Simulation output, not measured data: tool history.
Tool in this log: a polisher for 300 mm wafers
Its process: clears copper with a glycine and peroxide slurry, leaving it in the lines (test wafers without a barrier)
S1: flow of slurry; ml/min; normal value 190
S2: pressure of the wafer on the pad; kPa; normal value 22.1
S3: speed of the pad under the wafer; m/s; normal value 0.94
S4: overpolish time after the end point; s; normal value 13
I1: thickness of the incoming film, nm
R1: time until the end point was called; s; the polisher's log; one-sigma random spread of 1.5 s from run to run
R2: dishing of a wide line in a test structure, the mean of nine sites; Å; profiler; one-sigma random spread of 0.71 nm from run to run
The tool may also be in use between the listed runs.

run 1 day=0.000 | S1=190 S2=22.1 S3=0.94 S4=13 | I1=533.1 | R1=79.3 R2=464
run 2 day=0.396 | S1=190 S2=22.1 S3=0.94 S4=13 | I1=538.4 | R1=77.6 R2=461
run 3 day=1.025 | S1=190 S2=22.1 S3=0.94 S4=18 | I1=539.6 | R1=79.3 R2=565
run 4 day=1.442 | S1=230 S2=22.1 S3=0.94 S4=13 | I1=534.4 | R1=76.7 R2=475
run 5 day=2.171 | S1=190 S2=22.1 S3=0.94 S4=13 | I1=530.5 | R1=77.9 R2=461
run 6 day=2.692 | S1=190 S2=22.1 S3=0.94 S4=13 | I1=533.6 | R1=80.8 R2=453
run 7 day=3.071 | S1=190 S2=22.1 S3=0.94 S4=13 | I1=537.0 | R1=82.9 R2=461
-- day=3.246 worn pad replaced by a new one
run 8 day=3.550 | S1=190 S2=28.3 S3=0.94 S4=13 | I1=526.0 | R1=70.4 R2=491
run 9 day=3.875 | S1=190 S2=28.3 S3=0.94 S4=13 | I1=528.8 | R1=71.6 R2=497
run 10 day=4.325 | S1=190 S2=26.9 S3=0.94 S4=13 | I1=518.7 | R1=75.9 R2=474
run 11 day=4.658 | S1=190 S2=22.1 S3=1.24 S4=13 | I1=526.7 | R1=70.0 R2=497
-- day=4.892 slurry nozzle cleaned
run 12 day=4.929 | S1=190 S2=22.1 S3=0.94 S4=13 | I1=526.8 | R1=88.6 R2=436
-- day=5.279 worn pad replaced by a new one, repeated, since the last time left the tool worse
-- day=5.383 head pressure recalibrated
run 13 day=5.675 | S1=190 S2=18.6 S3=0.80 S4=13 | I1=537.6 | R1=99.6 R2=406
run 14 day=5.979 | S1=130 S2=24.1 S3=1.10 S4=8 | I1=528.8 | R1=68.3 R2=355
run 15 day=6.475 | S1=190 S2=16.5 S3=0.94 S4=13 | I1=528.6 | R1=95.6 R2=396
run 16 day=7.121 | S1=190 S2=22.1 S3=0.94 S4=13 | I1=539.0 | R1=78.9 R2=475
run 17 day=7.675 | S1=220 S2=15.9 S3=0.64 S4=13 | I1=537.2 | R1=134.7 R2=320
run 18 day=7.950 | S1=190 S2=29.0 S3=0.94 S4=13 | I1=537.3 | R1=64.3 R2=535
run 19 day=8.329 | S1=190 S2=22.1 S3=0.94 S4=17 | I1=525.0 | R1=80.1 R2=558
run 20 day=8.900 | S1=155 S2=22.1 S3=0.94 S4=17 | I1=532.2 | R1=84.1 R2=552

What if the next run were any one of these 5? Each begins from the tool's condition after run 20:
run A day=8.921 | S1=190 S2=22.1 S3=0.94 S4=13 | I1=539.6 | R1=? R2=?
run B day=8.921 | S1=190 S2=15.2 S3=0.82 S4=13 | I1=539.6 | R1=? R2=?
run C day=8.921 | S1=155 S2=22.1 S3=0.94 S4=8 | I1=539.6 | R1=? R2=?
run D day=8.921 | S1=175 S2=17.2 S3=0.76 S4=13 | I1=539.6 | R1=? R2=?
run E day=8.921 | S1=165 S2=17.2 S3=1.12 S4=19 | I1=539.6 | R1=? R2=?

run=A R1=82.7 R2=451
run=B R1=120.0 R2=347
run=C R1=85.6 R2=308
run=D R1=118.4 R2=352
run=E R1=87.7 R2=543
With the hidden condition removed and each run's random variation left untouched, the same runs would have given:
run=A R1=77.5 R2=471
run=B R1=112.5 R2=364
run=C R1=80.2 R2=324
run=D R1=111.0 R2=369
run=E R1=82.2 R2=562
